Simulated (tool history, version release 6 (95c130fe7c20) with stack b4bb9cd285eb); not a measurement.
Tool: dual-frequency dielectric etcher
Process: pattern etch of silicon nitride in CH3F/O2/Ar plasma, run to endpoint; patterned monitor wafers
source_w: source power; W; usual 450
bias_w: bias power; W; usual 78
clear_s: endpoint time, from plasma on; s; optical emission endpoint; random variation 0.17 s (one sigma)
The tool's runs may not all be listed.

run   hour  source_w  bias_w  wafers since the last listed run  hours since the last wet clean  hours since the last source power generator calibration  hours since the last bias power generator calibration  hours since the last upper electrode change  incoming incoming film thickness, nm  clear_s
  1      0       450      78                                 0                           271.8                                                   2641.1                                                   3630                                         4409                                 38.23       56
  2    8.9       400      78                               128                           280.7                                                     2650                                                 3638.9                                       4417.9                                 38.29       58
  3   33.6       450      78                               356                           305.4                                                   2674.7                                                 3663.6                                       4442.6                                 38.66     56.7
  4   44.4       450      78                               155                           316.2                                                   2685.5                                                 3674.4                                       4453.4                                 38.26     56.1
  5   61.8       450      78                               251                           333.6                                                   2702.9                                                 3691.8                                       4470.8                                 38.34     56.6
  6   79.4       450      78                               254                           351.2                                                   2720.5                                                 3709.4                                       4488.4                                 38.22     55.8
  7   89.4       450      78                               144                           361.2                                                   2730.5                                                 3719.4                                       4498.4                                 38.45     56.3
  8   96.6       450      78                               103                           368.4                                                   2737.7                                                 3726.6                                       4505.6                                 38.76     56.8
  9  110.7       450      78                               203                           382.5                                                   2751.8                                                 3740.7                                       4519.7                                  38.5     56.8
 10  126.1       450      78                               222                           397.9                                                   2767.2                                                 3756.1                                       4535.1                                 38.57     56.7
 11  137.5       450      70                               164                           409.3                                                   2778.6                                                 3767.5                                       4546.5                                 38.71     59.4
 12  152.3       450      70                               213                           424.1                                                   2793.4                                                 3782.3                                       4561.3                                 38.61     59.1
 13  164.2       450      70                               171                             436                                                   2805.3                                                 3794.2                                       4573.2                                  38.5       59
     182.8  -- bias power generator calibrated
 14  183.3       510      92                               217                           455.1                                                   2824.4                                                    0.5                                       4592.3                                  38.7     51.9
 15  195.6       450      78                               177                           467.4                                                   2836.7                                                   12.8                                       4604.6                                 38.88     57.4
 16  212.7       450      88                               246                           484.5                                                   2853.8                                                   29.9                                       4621.7                                 38.67     54.8
 17  219.4       410      91                                96                           491.2                                                   2860.5                                                   36.6                                       4628.4                                 38.19     54.7
     224.2  -- source power generator calibrated
     250.2  -- upper electrode replaced
 18  250.7       520      89                                47                           522.5                                                     26.5                                                   67.9                                          0.5                                 38.31     51.7
 19    251       360      78                                 4                           522.8                                                     26.8                                                   68.2                                          0.8                                 38.37     60.6
 20  260.2       450      66                               132                             532                                                       36                                                   77.4                                           10                                 38.73     60.9
 21  267.7       450      78                               108                           539.5                                                     43.5                                                   84.9                                         17.5                                 38.36       57
     297.2  -- wet clean of the chamber
 22  297.7       550      85                                86                             0.5                                                     73.5                                                  114.9                                         47.5                                 38.71     51.3
 23    298       400      95                                 4                             0.8                                                     73.8                                                  115.2                                         47.8                                 38.45     53.3
 24  298.8       450      78                                11                             1.6                                                     74.6                                                    116                                         48.6                                 38.44       56
 25  309.3       550      72                               151                            12.1                                                     85.1                                                  126.5                                         59.1                                 38.31     53.9
 26  320.4       450      78                               160                            23.2                                                     96.2                                                  137.6                                         70.2                                 38.43     55.9
 27  355.6       540      63                               508                            58.4                                                    131.4                                                  172.8                                        105.4                                 38.24     56.7
 28  369.7       400      59                               203                            72.5                                                    145.5                                                  186.9                                        119.5                                  38.9     64.6
 29  376.8       510      93                               102                            79.6                                                    152.6                                                    194                                        126.6                                 38.46     50.7
 30  385.5       450      63                               125                            88.3                                                    161.3                                                  202.7                                        135.3                                 38.53     60.2
 31  393.7       390      87                               118                            96.5                                                    169.5                                                  210.9                                        143.5                                  38.5     56.2
 32    408       450      78                               206                           110.8                                                    183.8                                                  225.2                                        157.8                                 38.65     56.4
 33  418.1       450      78                               145                           120.9                                                    193.9                                                  235.3                                        167.9                                 38.22     55.5
 34  432.3       550      63                               205                           135.1                                                    208.1                                                  249.5                                        182.1                                 38.48       57
 35  444.2       390      59                               171                             147                                                      220                                                  261.4                                          194                                 38.06     63.8

4 ways to go on from here, each from the tool as it stands after run 35. What would each give?
  A  444.6       450      78                                 5                           147.4                                                    220.4                                                  261.8                                        194.4                                 38.35        ?
  B  444.6       510      94                                 5                           147.4                                                    220.4                                                  261.8                                        194.4                                 38.35        ?
  C  444.6       560      68                                 5                           147.4                                                    220.4                                                  261.8                                        194.4                                 38.35        ?
  D  444.6       450      64                                 5                           147.4                                                    220.4                                                  261.8                                        194.4                                 38.35        ?

run  clear_s
  A     55.8
  B     50.3
  C     54.9
  D     59.9
Without the tool's hidden state the same runs would have given:
run  clear_s
  A     55.4
  B     49.9
  C     54.5
  D     59.5

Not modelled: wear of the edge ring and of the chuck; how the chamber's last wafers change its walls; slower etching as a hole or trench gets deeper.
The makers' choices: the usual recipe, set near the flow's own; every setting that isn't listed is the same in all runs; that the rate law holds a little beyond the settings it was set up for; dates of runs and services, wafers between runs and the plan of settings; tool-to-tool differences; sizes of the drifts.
